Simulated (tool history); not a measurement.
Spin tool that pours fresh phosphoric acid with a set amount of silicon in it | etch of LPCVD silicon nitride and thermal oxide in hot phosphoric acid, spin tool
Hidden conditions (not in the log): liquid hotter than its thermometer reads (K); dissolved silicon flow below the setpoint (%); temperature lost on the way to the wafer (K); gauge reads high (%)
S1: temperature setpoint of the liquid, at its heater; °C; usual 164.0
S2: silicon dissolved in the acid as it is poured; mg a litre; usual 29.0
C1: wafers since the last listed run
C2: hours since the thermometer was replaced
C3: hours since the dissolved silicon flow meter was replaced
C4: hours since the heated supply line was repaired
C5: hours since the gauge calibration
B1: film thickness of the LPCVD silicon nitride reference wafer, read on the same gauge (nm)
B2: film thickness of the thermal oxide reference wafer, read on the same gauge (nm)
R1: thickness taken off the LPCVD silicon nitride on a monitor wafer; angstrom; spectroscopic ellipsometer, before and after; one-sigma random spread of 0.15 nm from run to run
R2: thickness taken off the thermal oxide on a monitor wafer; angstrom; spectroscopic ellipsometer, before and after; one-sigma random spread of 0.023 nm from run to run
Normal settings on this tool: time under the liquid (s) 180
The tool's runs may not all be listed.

{"run": 1, "hour": 0.0, "S1": 164.0, "S2": 29.0, "time under the liquid (s)": 180, "C1": 0, "C2": 190.5, "C3": 440.9, "C4": 2672.5, "C5": 1726.8, "B1": 80.01, "B2": 109.998, "R1": 156.8, "R2": 2.18}
{"run": 2, "hour": 49.9, "S1": 162.5, "S2": 29.0, "time under the liquid (s)": 180, "C1": 213, "C2": 240.4, "C3": 490.8, "C4": 2722.4, "C5": 1776.7, "B1": 80.0, "B2": 110.03, "R1": 147.1, "R2": 1.82}
{"hour": 52.7, "done": "heated supply line repaired"}
{"run": 3, "hour": 96.6, "S1": 164.0, "S2": 29.0, "time under the liquid (s)": 180, "C1": 195, "C2": 287.1, "C3": 537.5, "C4": 43.9, "C5": 1823.4, "B1": 80.01, "B2": 110.034, "R1": 172.4, "R2": 2.93}
{"run": 4, "hour": 138.8, "S1": 164.0, "S2": 29.0, "time under the liquid (s)": 180, "C1": 180, "C2": 329.3, "C3": 579.7, "C4": 86.1, "C5": 1865.6, "B1": 79.99, "B2": 110.015, "R1": 176.7, "R2": 3.06}
{"hour": 311.1, "done": "gauge calibrated"}
{"run": 5, "hour": 317.5, "S1": 164.0, "S2": 35.5, "time under the liquid (s)": 180, "C1": 764, "C2": 508.0, "C3": 758.4, "C4": 264.8, "C5": 6.4, "B1": 80.06, "B2": 109.973, "R1": 173.9, "R2": 2.25}
{"run": 6, "hour": 395.4, "S1": 164.0, "S2": 15.0, "time under the liquid (s)": 285, "C1": 333, "C2": 585.9, "C3": 836.3, "C4": 342.7, "C5": 84.3, "B1": 79.95, "B2": 110.01, "R1": 272.2, "R2": 7.0}
{"run": 7, "hour": 461.7, "S1": 162.0, "S2": 39.5, "time under the liquid (s)": 115, "C1": 283, "C2": 652.2, "C3": 902.6, "C4": 409.0, "C5": 150.6, "B1": 80.0, "B2": 110.002, "R1": 101.4, "R2": 0.84}
{"run": 8, "hour": 516.4, "S1": 165.0, "S2": 13.5, "time under the liquid (s)": 235, "C1": 234, "C2": 706.9, "C3": 957.3, "C4": 463.7, "C5": 205.3, "B1": 80.0, "B2": 109.991, "R1": 229.9, "R2": 6.37}
{"run": 9, "hour": 613.8, "S1": 164.0, "S2": 13.0, "time under the liquid (s)": 120, "C1": 416, "C2": 804.3, "C3": 1054.7, "C4": 561.1, "C5": 302.7, "B1": 80.01, "B2": 110.011, "R1": 113.3, "R2": 2.66}
{"run": 10, "hour": 698.4, "S1": 166.0, "S2": 41.0, "time under the liquid (s)": 125, "C1": 361, "C2": 888.9, "C3": 1139.3, "C4": 645.7, "C5": 387.3, "B1": 79.98, "B2": 109.981, "R1": 125.2, "R2": 1.1}
{"run": 11, "hour": 753.6, "S1": 165.0, "S2": 46.5, "time under the liquid (s)": 265, "C1": 236, "C2": 944.1, "C3": 1194.5, "C4": 700.9, "C5": 442.5, "B1": 79.96, "B2": 110.014, "R1": 254.6, "R2": 1.64}
{"run": 12, "hour": 790.6, "S1": 164.0, "S2": 29.0, "time under the liquid (s)": 285, "C1": 158, "C2": 981.1, "C3": 1231.5, "C4": 737.9, "C5": 479.5, "B1": 80.03, "B2": 109.989, "R1": 265.9, "R2": 4.4}
{"hour": 861.9, "done": "dissolved silicon flow meter replaced"}
{"run": 13, "hour": 1012.9, "S1": 164.0, "S2": 41.5, "time under the liquid (s)": 180, "C1": 946, "C2": 1203.4, "C3": 151.0, "C4": 960.2, "C5": 701.8, "B1": 80.01, "B2": 109.999, "R1": 166.6, "R2": 1.24}

Estimate the outcome of run 14 from the log above:
{"run": 14, "hour": 1107.9, "S1": 164.0, "S2": 29.0, "time under the liquid (s)": 180, "C1": 406, "C2": 1298.4, "C3": 246.0, "C4": 1055.2, "C5": 796.8, "B1": "?", "B2": "?", "R1": "?", "R2": "?"}

For run 14 the tool returned B1 79.99, B2 110.009, R1 164.7 angstrom, R2 2.75 angstrom.
The same run, on a tool lacking any hidden state, would have yielded R1 173.8 angstrom, R2 3.09 angstrom.
